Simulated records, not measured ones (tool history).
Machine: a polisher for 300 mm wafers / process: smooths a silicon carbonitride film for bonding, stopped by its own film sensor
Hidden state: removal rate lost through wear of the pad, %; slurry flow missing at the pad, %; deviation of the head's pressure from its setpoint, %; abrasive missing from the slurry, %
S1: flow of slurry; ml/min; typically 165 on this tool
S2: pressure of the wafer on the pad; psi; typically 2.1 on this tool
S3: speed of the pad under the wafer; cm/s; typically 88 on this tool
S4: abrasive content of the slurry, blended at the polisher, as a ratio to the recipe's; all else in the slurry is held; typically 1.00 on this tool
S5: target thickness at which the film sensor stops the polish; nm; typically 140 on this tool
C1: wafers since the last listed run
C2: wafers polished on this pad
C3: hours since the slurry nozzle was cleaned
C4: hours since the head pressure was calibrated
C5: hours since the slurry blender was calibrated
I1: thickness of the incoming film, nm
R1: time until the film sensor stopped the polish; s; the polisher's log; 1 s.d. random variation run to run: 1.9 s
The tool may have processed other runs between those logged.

{"run": 1, "hour": 0.0, "S1": 165, "S2": 2.1, "S3": 88, "S4": 1.0, "S5": 140, "C1": 0, "C2": 1346, "C3": 130.0, "C4": 74.7, "C5": 131.3, "I1": 168.2, "R1": 125.3}
{"run": 2, "hour": 41.4, "S1": 165, "S2": 2.1, "S3": 88, "S4": 1.0, "S5": 140, "C1": 341, "C2": 1688, "C3": 171.4, "C4": 116.1, "C5": 172.7, "I1": 172.1, "R1": 142.2}
{"hour": 57.6, "done": "worn pad replaced by a new one"}
{"run": 3, "hour": 74.0, "S1": 165, "S2": 2.1, "S3": 88, "S4": 1.0, "S5": 140, "C1": 236, "C2": 135, "C3": 204.0, "C4": 148.7, "C5": 205.3, "I1": 169.4, "R1": 124.9}
{"hour": 77.8, "done": "slurry nozzle cleaned"}
{"run": 4, "hour": 114.1, "S1": 130, "S2": 2.1, "S3": 88, "S4": 1.0, "S5": 142, "C1": 322, "C2": 457, "C3": 36.3, "C4": 188.8, "C5": 245.4, "I1": 172.4, "R1": 134.2}
{"run": 5, "hour": 165.9, "S1": 165, "S2": 2.1, "S3": 88, "S4": 1.0, "S5": 137, "C1": 427, "C2": 885, "C3": 88.1, "C4": 240.6, "C5": 297.2, "I1": 168.2, "R1": 133.9}
{"hour": 188.9, "done": "slurry blender recalibrated"}
{"run": 6, "hour": 235.2, "S1": 165, "S2": 2.1, "S3": 88, "S4": 1.0, "S5": 137, "C1": 555, "C2": 1440, "C3": 157.4, "C4": 309.9, "C5": 46.3, "I1": 170.0, "R1": 144.2}
{"run": 7, "hour": 267.7, "S1": 165, "S2": 2.1, "S3": 88, "S4": 1.0, "S5": 137, "C1": 268, "C2": 1708, "C3": 189.9, "C4": 342.4, "C5": 78.8, "I1": 172.5, "R1": 158.6}
{"hour": 293.7, "done": "worn pad replaced by a new one"}
{"hour": 313.8, "done": "slurry nozzle cleaned"}
{"run": 8, "hour": 323.3, "S1": 165, "S2": 2.1, "S3": 88, "S4": 1.0, "S5": 140, "C1": 417, "C2": 235, "C3": 9.5, "C4": 398.0, "C5": 134.4, "I1": 169.4, "R1": 136.5}
{"run": 9, "hour": 411.5, "S1": 165, "S2": 2.1, "S3": 88, "S4": 1.0, "S5": 140, "C1": 727, "C2": 963, "C3": 97.7, "C4": 486.2, "C5": 222.6, "I1": 170.3, "R1": 146.6}
{"hour": 446.0, "done": "head pressure recalibrated"}
{"run": 10, "hour": 473.0, "S1": 165, "S2": 2.1, "S3": 88, "S4": 1.0, "S5": 140, "C1": 491, "C2": 1454, "C3": 159.2, "C4": 27.0, "C5": 284.1, "I1": 168.3, "R1": 137.7}
{"hour": 498.4, "done": "slurry blender recalibrated"}
{"run": 11, "hour": 501.6, "S1": 165, "S2": 2.1, "S3": 88, "S4": 1.0, "S5": 140, "C1": 219, "C2": 1674, "C3": 187.8, "C4": 55.6, "C5": 3.2, "I1": 172.2, "R1": 156.7}
{"hour": 514.1, "done": "slurry nozzle cleaned"}
{"hour": 517.9, "done": "worn pad replaced by a new one, repeated, since the last time left the tool worse"}
{"run": 12, "hour": 557.4, "S1": 105, "S2": 1.8, "S3": 112, "S4": 1.1, "S5": 140, "C1": 420, "C2": 325, "C3": 43.3, "C4": 111.4, "C5": 59.0, "I1": 170.8, "R1": 132.1}
{"run": 13, "hour": 598.7, "S1": 130, "S2": 2.1, "S3": 88, "S4": 0.75, "S5": 140, "C1": 340, "C2": 666, "C3": 84.6, "C4": 152.7, "C5": 100.3, "I1": 168.2, "R1": 147.6}
{"run": 14, "hour": 629.3, "S1": 165, "S2": 1.5, "S3": 88, "S4": 1.0, "S5": 140, "C1": 252, "C2": 919, "C3": 115.2, "C4": 183.3, "C5": 130.9, "I1": 170.7, "R1": 181.6}
{"run": 15, "hour": 698.5, "S1": 140, "S2": 2.1, "S3": 88, "S4": 1.2, "S5": 148, "C1": 571, "C2": 1490, "C3": 184.4, "C4": 252.5, "C5": 200.1, "I1": 169.6, "R1": 87.6}
{"hour": 708.8, "done": "slurry nozzle cleaned"}
{"hour": 736.1, "done": "worn pad replaced by a new one"}
{"run": 16, "hour": 763.6, "S1": 165, "S2": 2.1, "S3": 88, "S4": 1.0, "S5": 140, "C1": 495, "C2": 226, "C3": 54.8, "C4": 317.6, "C5": 265.2, "I1": 168.7, "R1": 119.6}
{"hour": 807.3, "done": "slurry blender recalibrated"}
{"run": 17, "hour": 824.9, "S1": 115, "S2": 2.1, "S3": 88, "S4": 1.0, "S5": 140, "C1": 489, "C2": 716, "C3": 116.1, "C4": 378.9, "C5": 17.6, "I1": 167.5, "R1": 121.8}
{"run": 18, "hour": 864.0, "S1": 165, "S2": 2.1, "S3": 88, "S4": 1.1, "S5": 140, "C1": 322, "C2": 1038, "C3": 155.2, "C4": 418.0, "C5": 56.7, "I1": 169.8, "R1": 118.6}
{"run": 19, "hour": 917.8, "S1": 195, "S2": 2.3, "S3": 58, "S4": 0.9, "S5": 140, "C1": 443, "C2": 1482, "C3": 209.0, "C4": 471.8, "C5": 110.5, "I1": 169.2, "R1": 144.6}
{"hour": 926.2, "done": "slurry nozzle cleaned"}
{"hour": 962.4, "done": "worn pad replaced by a new one"}
{"run": 20, "hour": 982.5, "S1": 165, "S2": 2.5, "S3": 112, "S4": 1.0, "S5": 137, "C1": 492, "C2": 165, "C3": 56.3, "C4": 536.5, "C5": 175.2, "I1": 168.8, "R1": 98.2}
{"hour": 1020.0, "done": "head pressure recalibrated"}
{"run": 21, "hour": 1025.5, "S1": 165, "S2": 2.1, "S3": 88, "S4": 1.0, "S5": 140, "C1": 338, "C2": 503, "C3": 99.3, "C4": 5.5, "C5": 218.2, "I1": 169.0, "R1": 124.3}
{"run": 22, "hour": 1065.0, "S1": 165, "S2": 1.9, "S3": 88, "S4": 0.8, "S5": 140, "C1": 325, "C2": 829, "C3": 138.8, "C4": 45.0, "C5": 257.7, "I1": 169.9, "R1": 163.0}

What if the next run were any one of these 3? Each begins from the tool's condition after run 22:
{"run": "A", "hour": 1065.5, "S1": 130, "S2": 2.1, "S3": 88, "S4": 1.0, "S5": 140, "C1": 4, "C2": 834, "C3": 139.3, "C4": 45.5, "C5": 258.2, "I1": 172.0, "R1": "?"}
{"run": "B", "hour": 1065.5, "S1": 165, "S2": 2.1, "S3": 88, "S4": 0.75, "S5": 140, "C1": 4, "C2": 834, "C3": 139.3, "C4": 45.5, "C5": 258.2, "I1": 172.0, "R1": "?"}
{"run": "C", "hour": 1065.5, "S1": 165, "S2": 2.1, "S3": 72, "S4": 1.0, "S5": 146, "C1": 4, "C2": 834, "C3": 139.3, "C4": 45.5, "C5": 258.2, "I1": 172.0, "R1": "?"}

run=A R1=138.3
run=B R1=166.1
run=C R1=120.4
What these runs would have given with no unlogged condition in the tool:
run=A R1=134.0
run=B R1=160.9
run=C R1=116.7
